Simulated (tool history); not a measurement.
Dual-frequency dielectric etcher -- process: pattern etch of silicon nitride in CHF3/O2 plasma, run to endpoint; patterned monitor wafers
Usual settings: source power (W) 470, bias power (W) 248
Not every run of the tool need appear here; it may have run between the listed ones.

| run | day | source power (W) | bias power (W) | incoming incoming film thickness, nm | endpoint time (s) |
|---|---|---|---|---|---|
| 1 | 0 | 470 | 248 | 61.5 | 44.6 |
| 2 | 3.092 | 470 | 248 | 60.7 | 44.2 |
| 3 | 6.008 | 470 | 248 | 61.8 | 45 |
| 4 | 8.15 | 470 | 248 | 61 | 44.5 |
| 5 | 10.971 | 470 | 213 | 61.3 | 47.4 |
|  | 13.975 | wet clean of the chamber |
| 6 | 13.996 | 470 | 213 | 61.3 | 45.9 |
| 7 | 15.546 | 470 | 295 | 60.9 | 41.4 |
| 8 | 18.675 | 470 | 295 | 62.1 | 42.3 |
| 9 | 26.975 | 470 | 295 | 61.2 | 42.6 |
|  | 32.6 | wet clean of the chamber |
| 10 | 34.312 | 470 | 248 | 61.6 | 45 |
| 11 | 37.188 | 470 | 248 | 61.2 | 45.1 |
| 12 | 41.679 | 550 | 275 | 60.7 | 40.7 |
| 13 | 43.479 | 550 | 275 | 61.7 | 41.6 |
|  | 45.1 | source power generator calibrated |
| 14 | 47.45 | 550 | 275 | 61.1 | 40.7 |
|  | 51.871 | upper electrode replaced |
| 15 | 51.892 | 410 | 248 | 61.2 | 47.6 |
|  | 52.9 | wet clean of the chamber |
| 16 | 54.508 | 400 | 292 | 61.6 | 44.3 |
| 17 | 56.075 | 530 | 265 | 61.8 | 41.4 |
| 18 | 58.008 | 420 | 229 | 61.2 | 46.7 |
| 19 | 60.704 | 470 | 213 | 61.2 | 46.1 |
| 20 | 64.183 | 420 | 248 | 61.1 | 46.1 |
|  | 64.767 | bias power generator calibrated |
| 21 | 67.267 | 470 | 273 | 61.2 | 43.1 |
| 22 | 69.392 | 470 | 193 | 61.1 | 48.1 |
|  | 71.4 | wet clean of the chamber |
| 23 | 73.504 | 570 | 248 | 61.4 | 40.7 |
| 24 | 77.412 | 410 | 294 | 61.9 | 44.2 |
| 25 | 80.5 | 470 | 295 | 62 | 42.6 |
| 26 | 83.138 | 530 | 284 | 61.2 | 40.7 |
| 27 | 87.392 | 470 | 213 | 61.5 | 47.2 |
|  | 91.142 | wet clean of the chamber |
| 28 | 91.162 | 390 | 248 | 61.1 | 47.3 |
| 29 | 93.796 | 470 | 248 | 61 | 43.8 |

Forecast each of these 5 alternatives for the next run:
| A | 93.812 | 470 | 203 | 61.3 | ? |
| B | 93.812 | 470 | 201 | 61.3 | ? |
| C | 93.812 | 410 | 221 | 61.3 | ? |
| D | 93.812 | 470 | 220 | 61.3 | ? |
| E | 93.812 | 570 | 194 | 61.3 | ? |

| run | endpoint time (s) |
|---|---|
| A | 46.8 |
| B | 46.9 |
| C | 48.1 |
| D | 45.7 |
| E | 43.9 |
Without the tool's unlogged condition, the same runs would have read:
| run | endpoint time (s) |
|---|---|
| A | 46.5 |
| B | 46.7 |
| C | 47.9 |
| D | 45.4 |
| E | 43.7 |
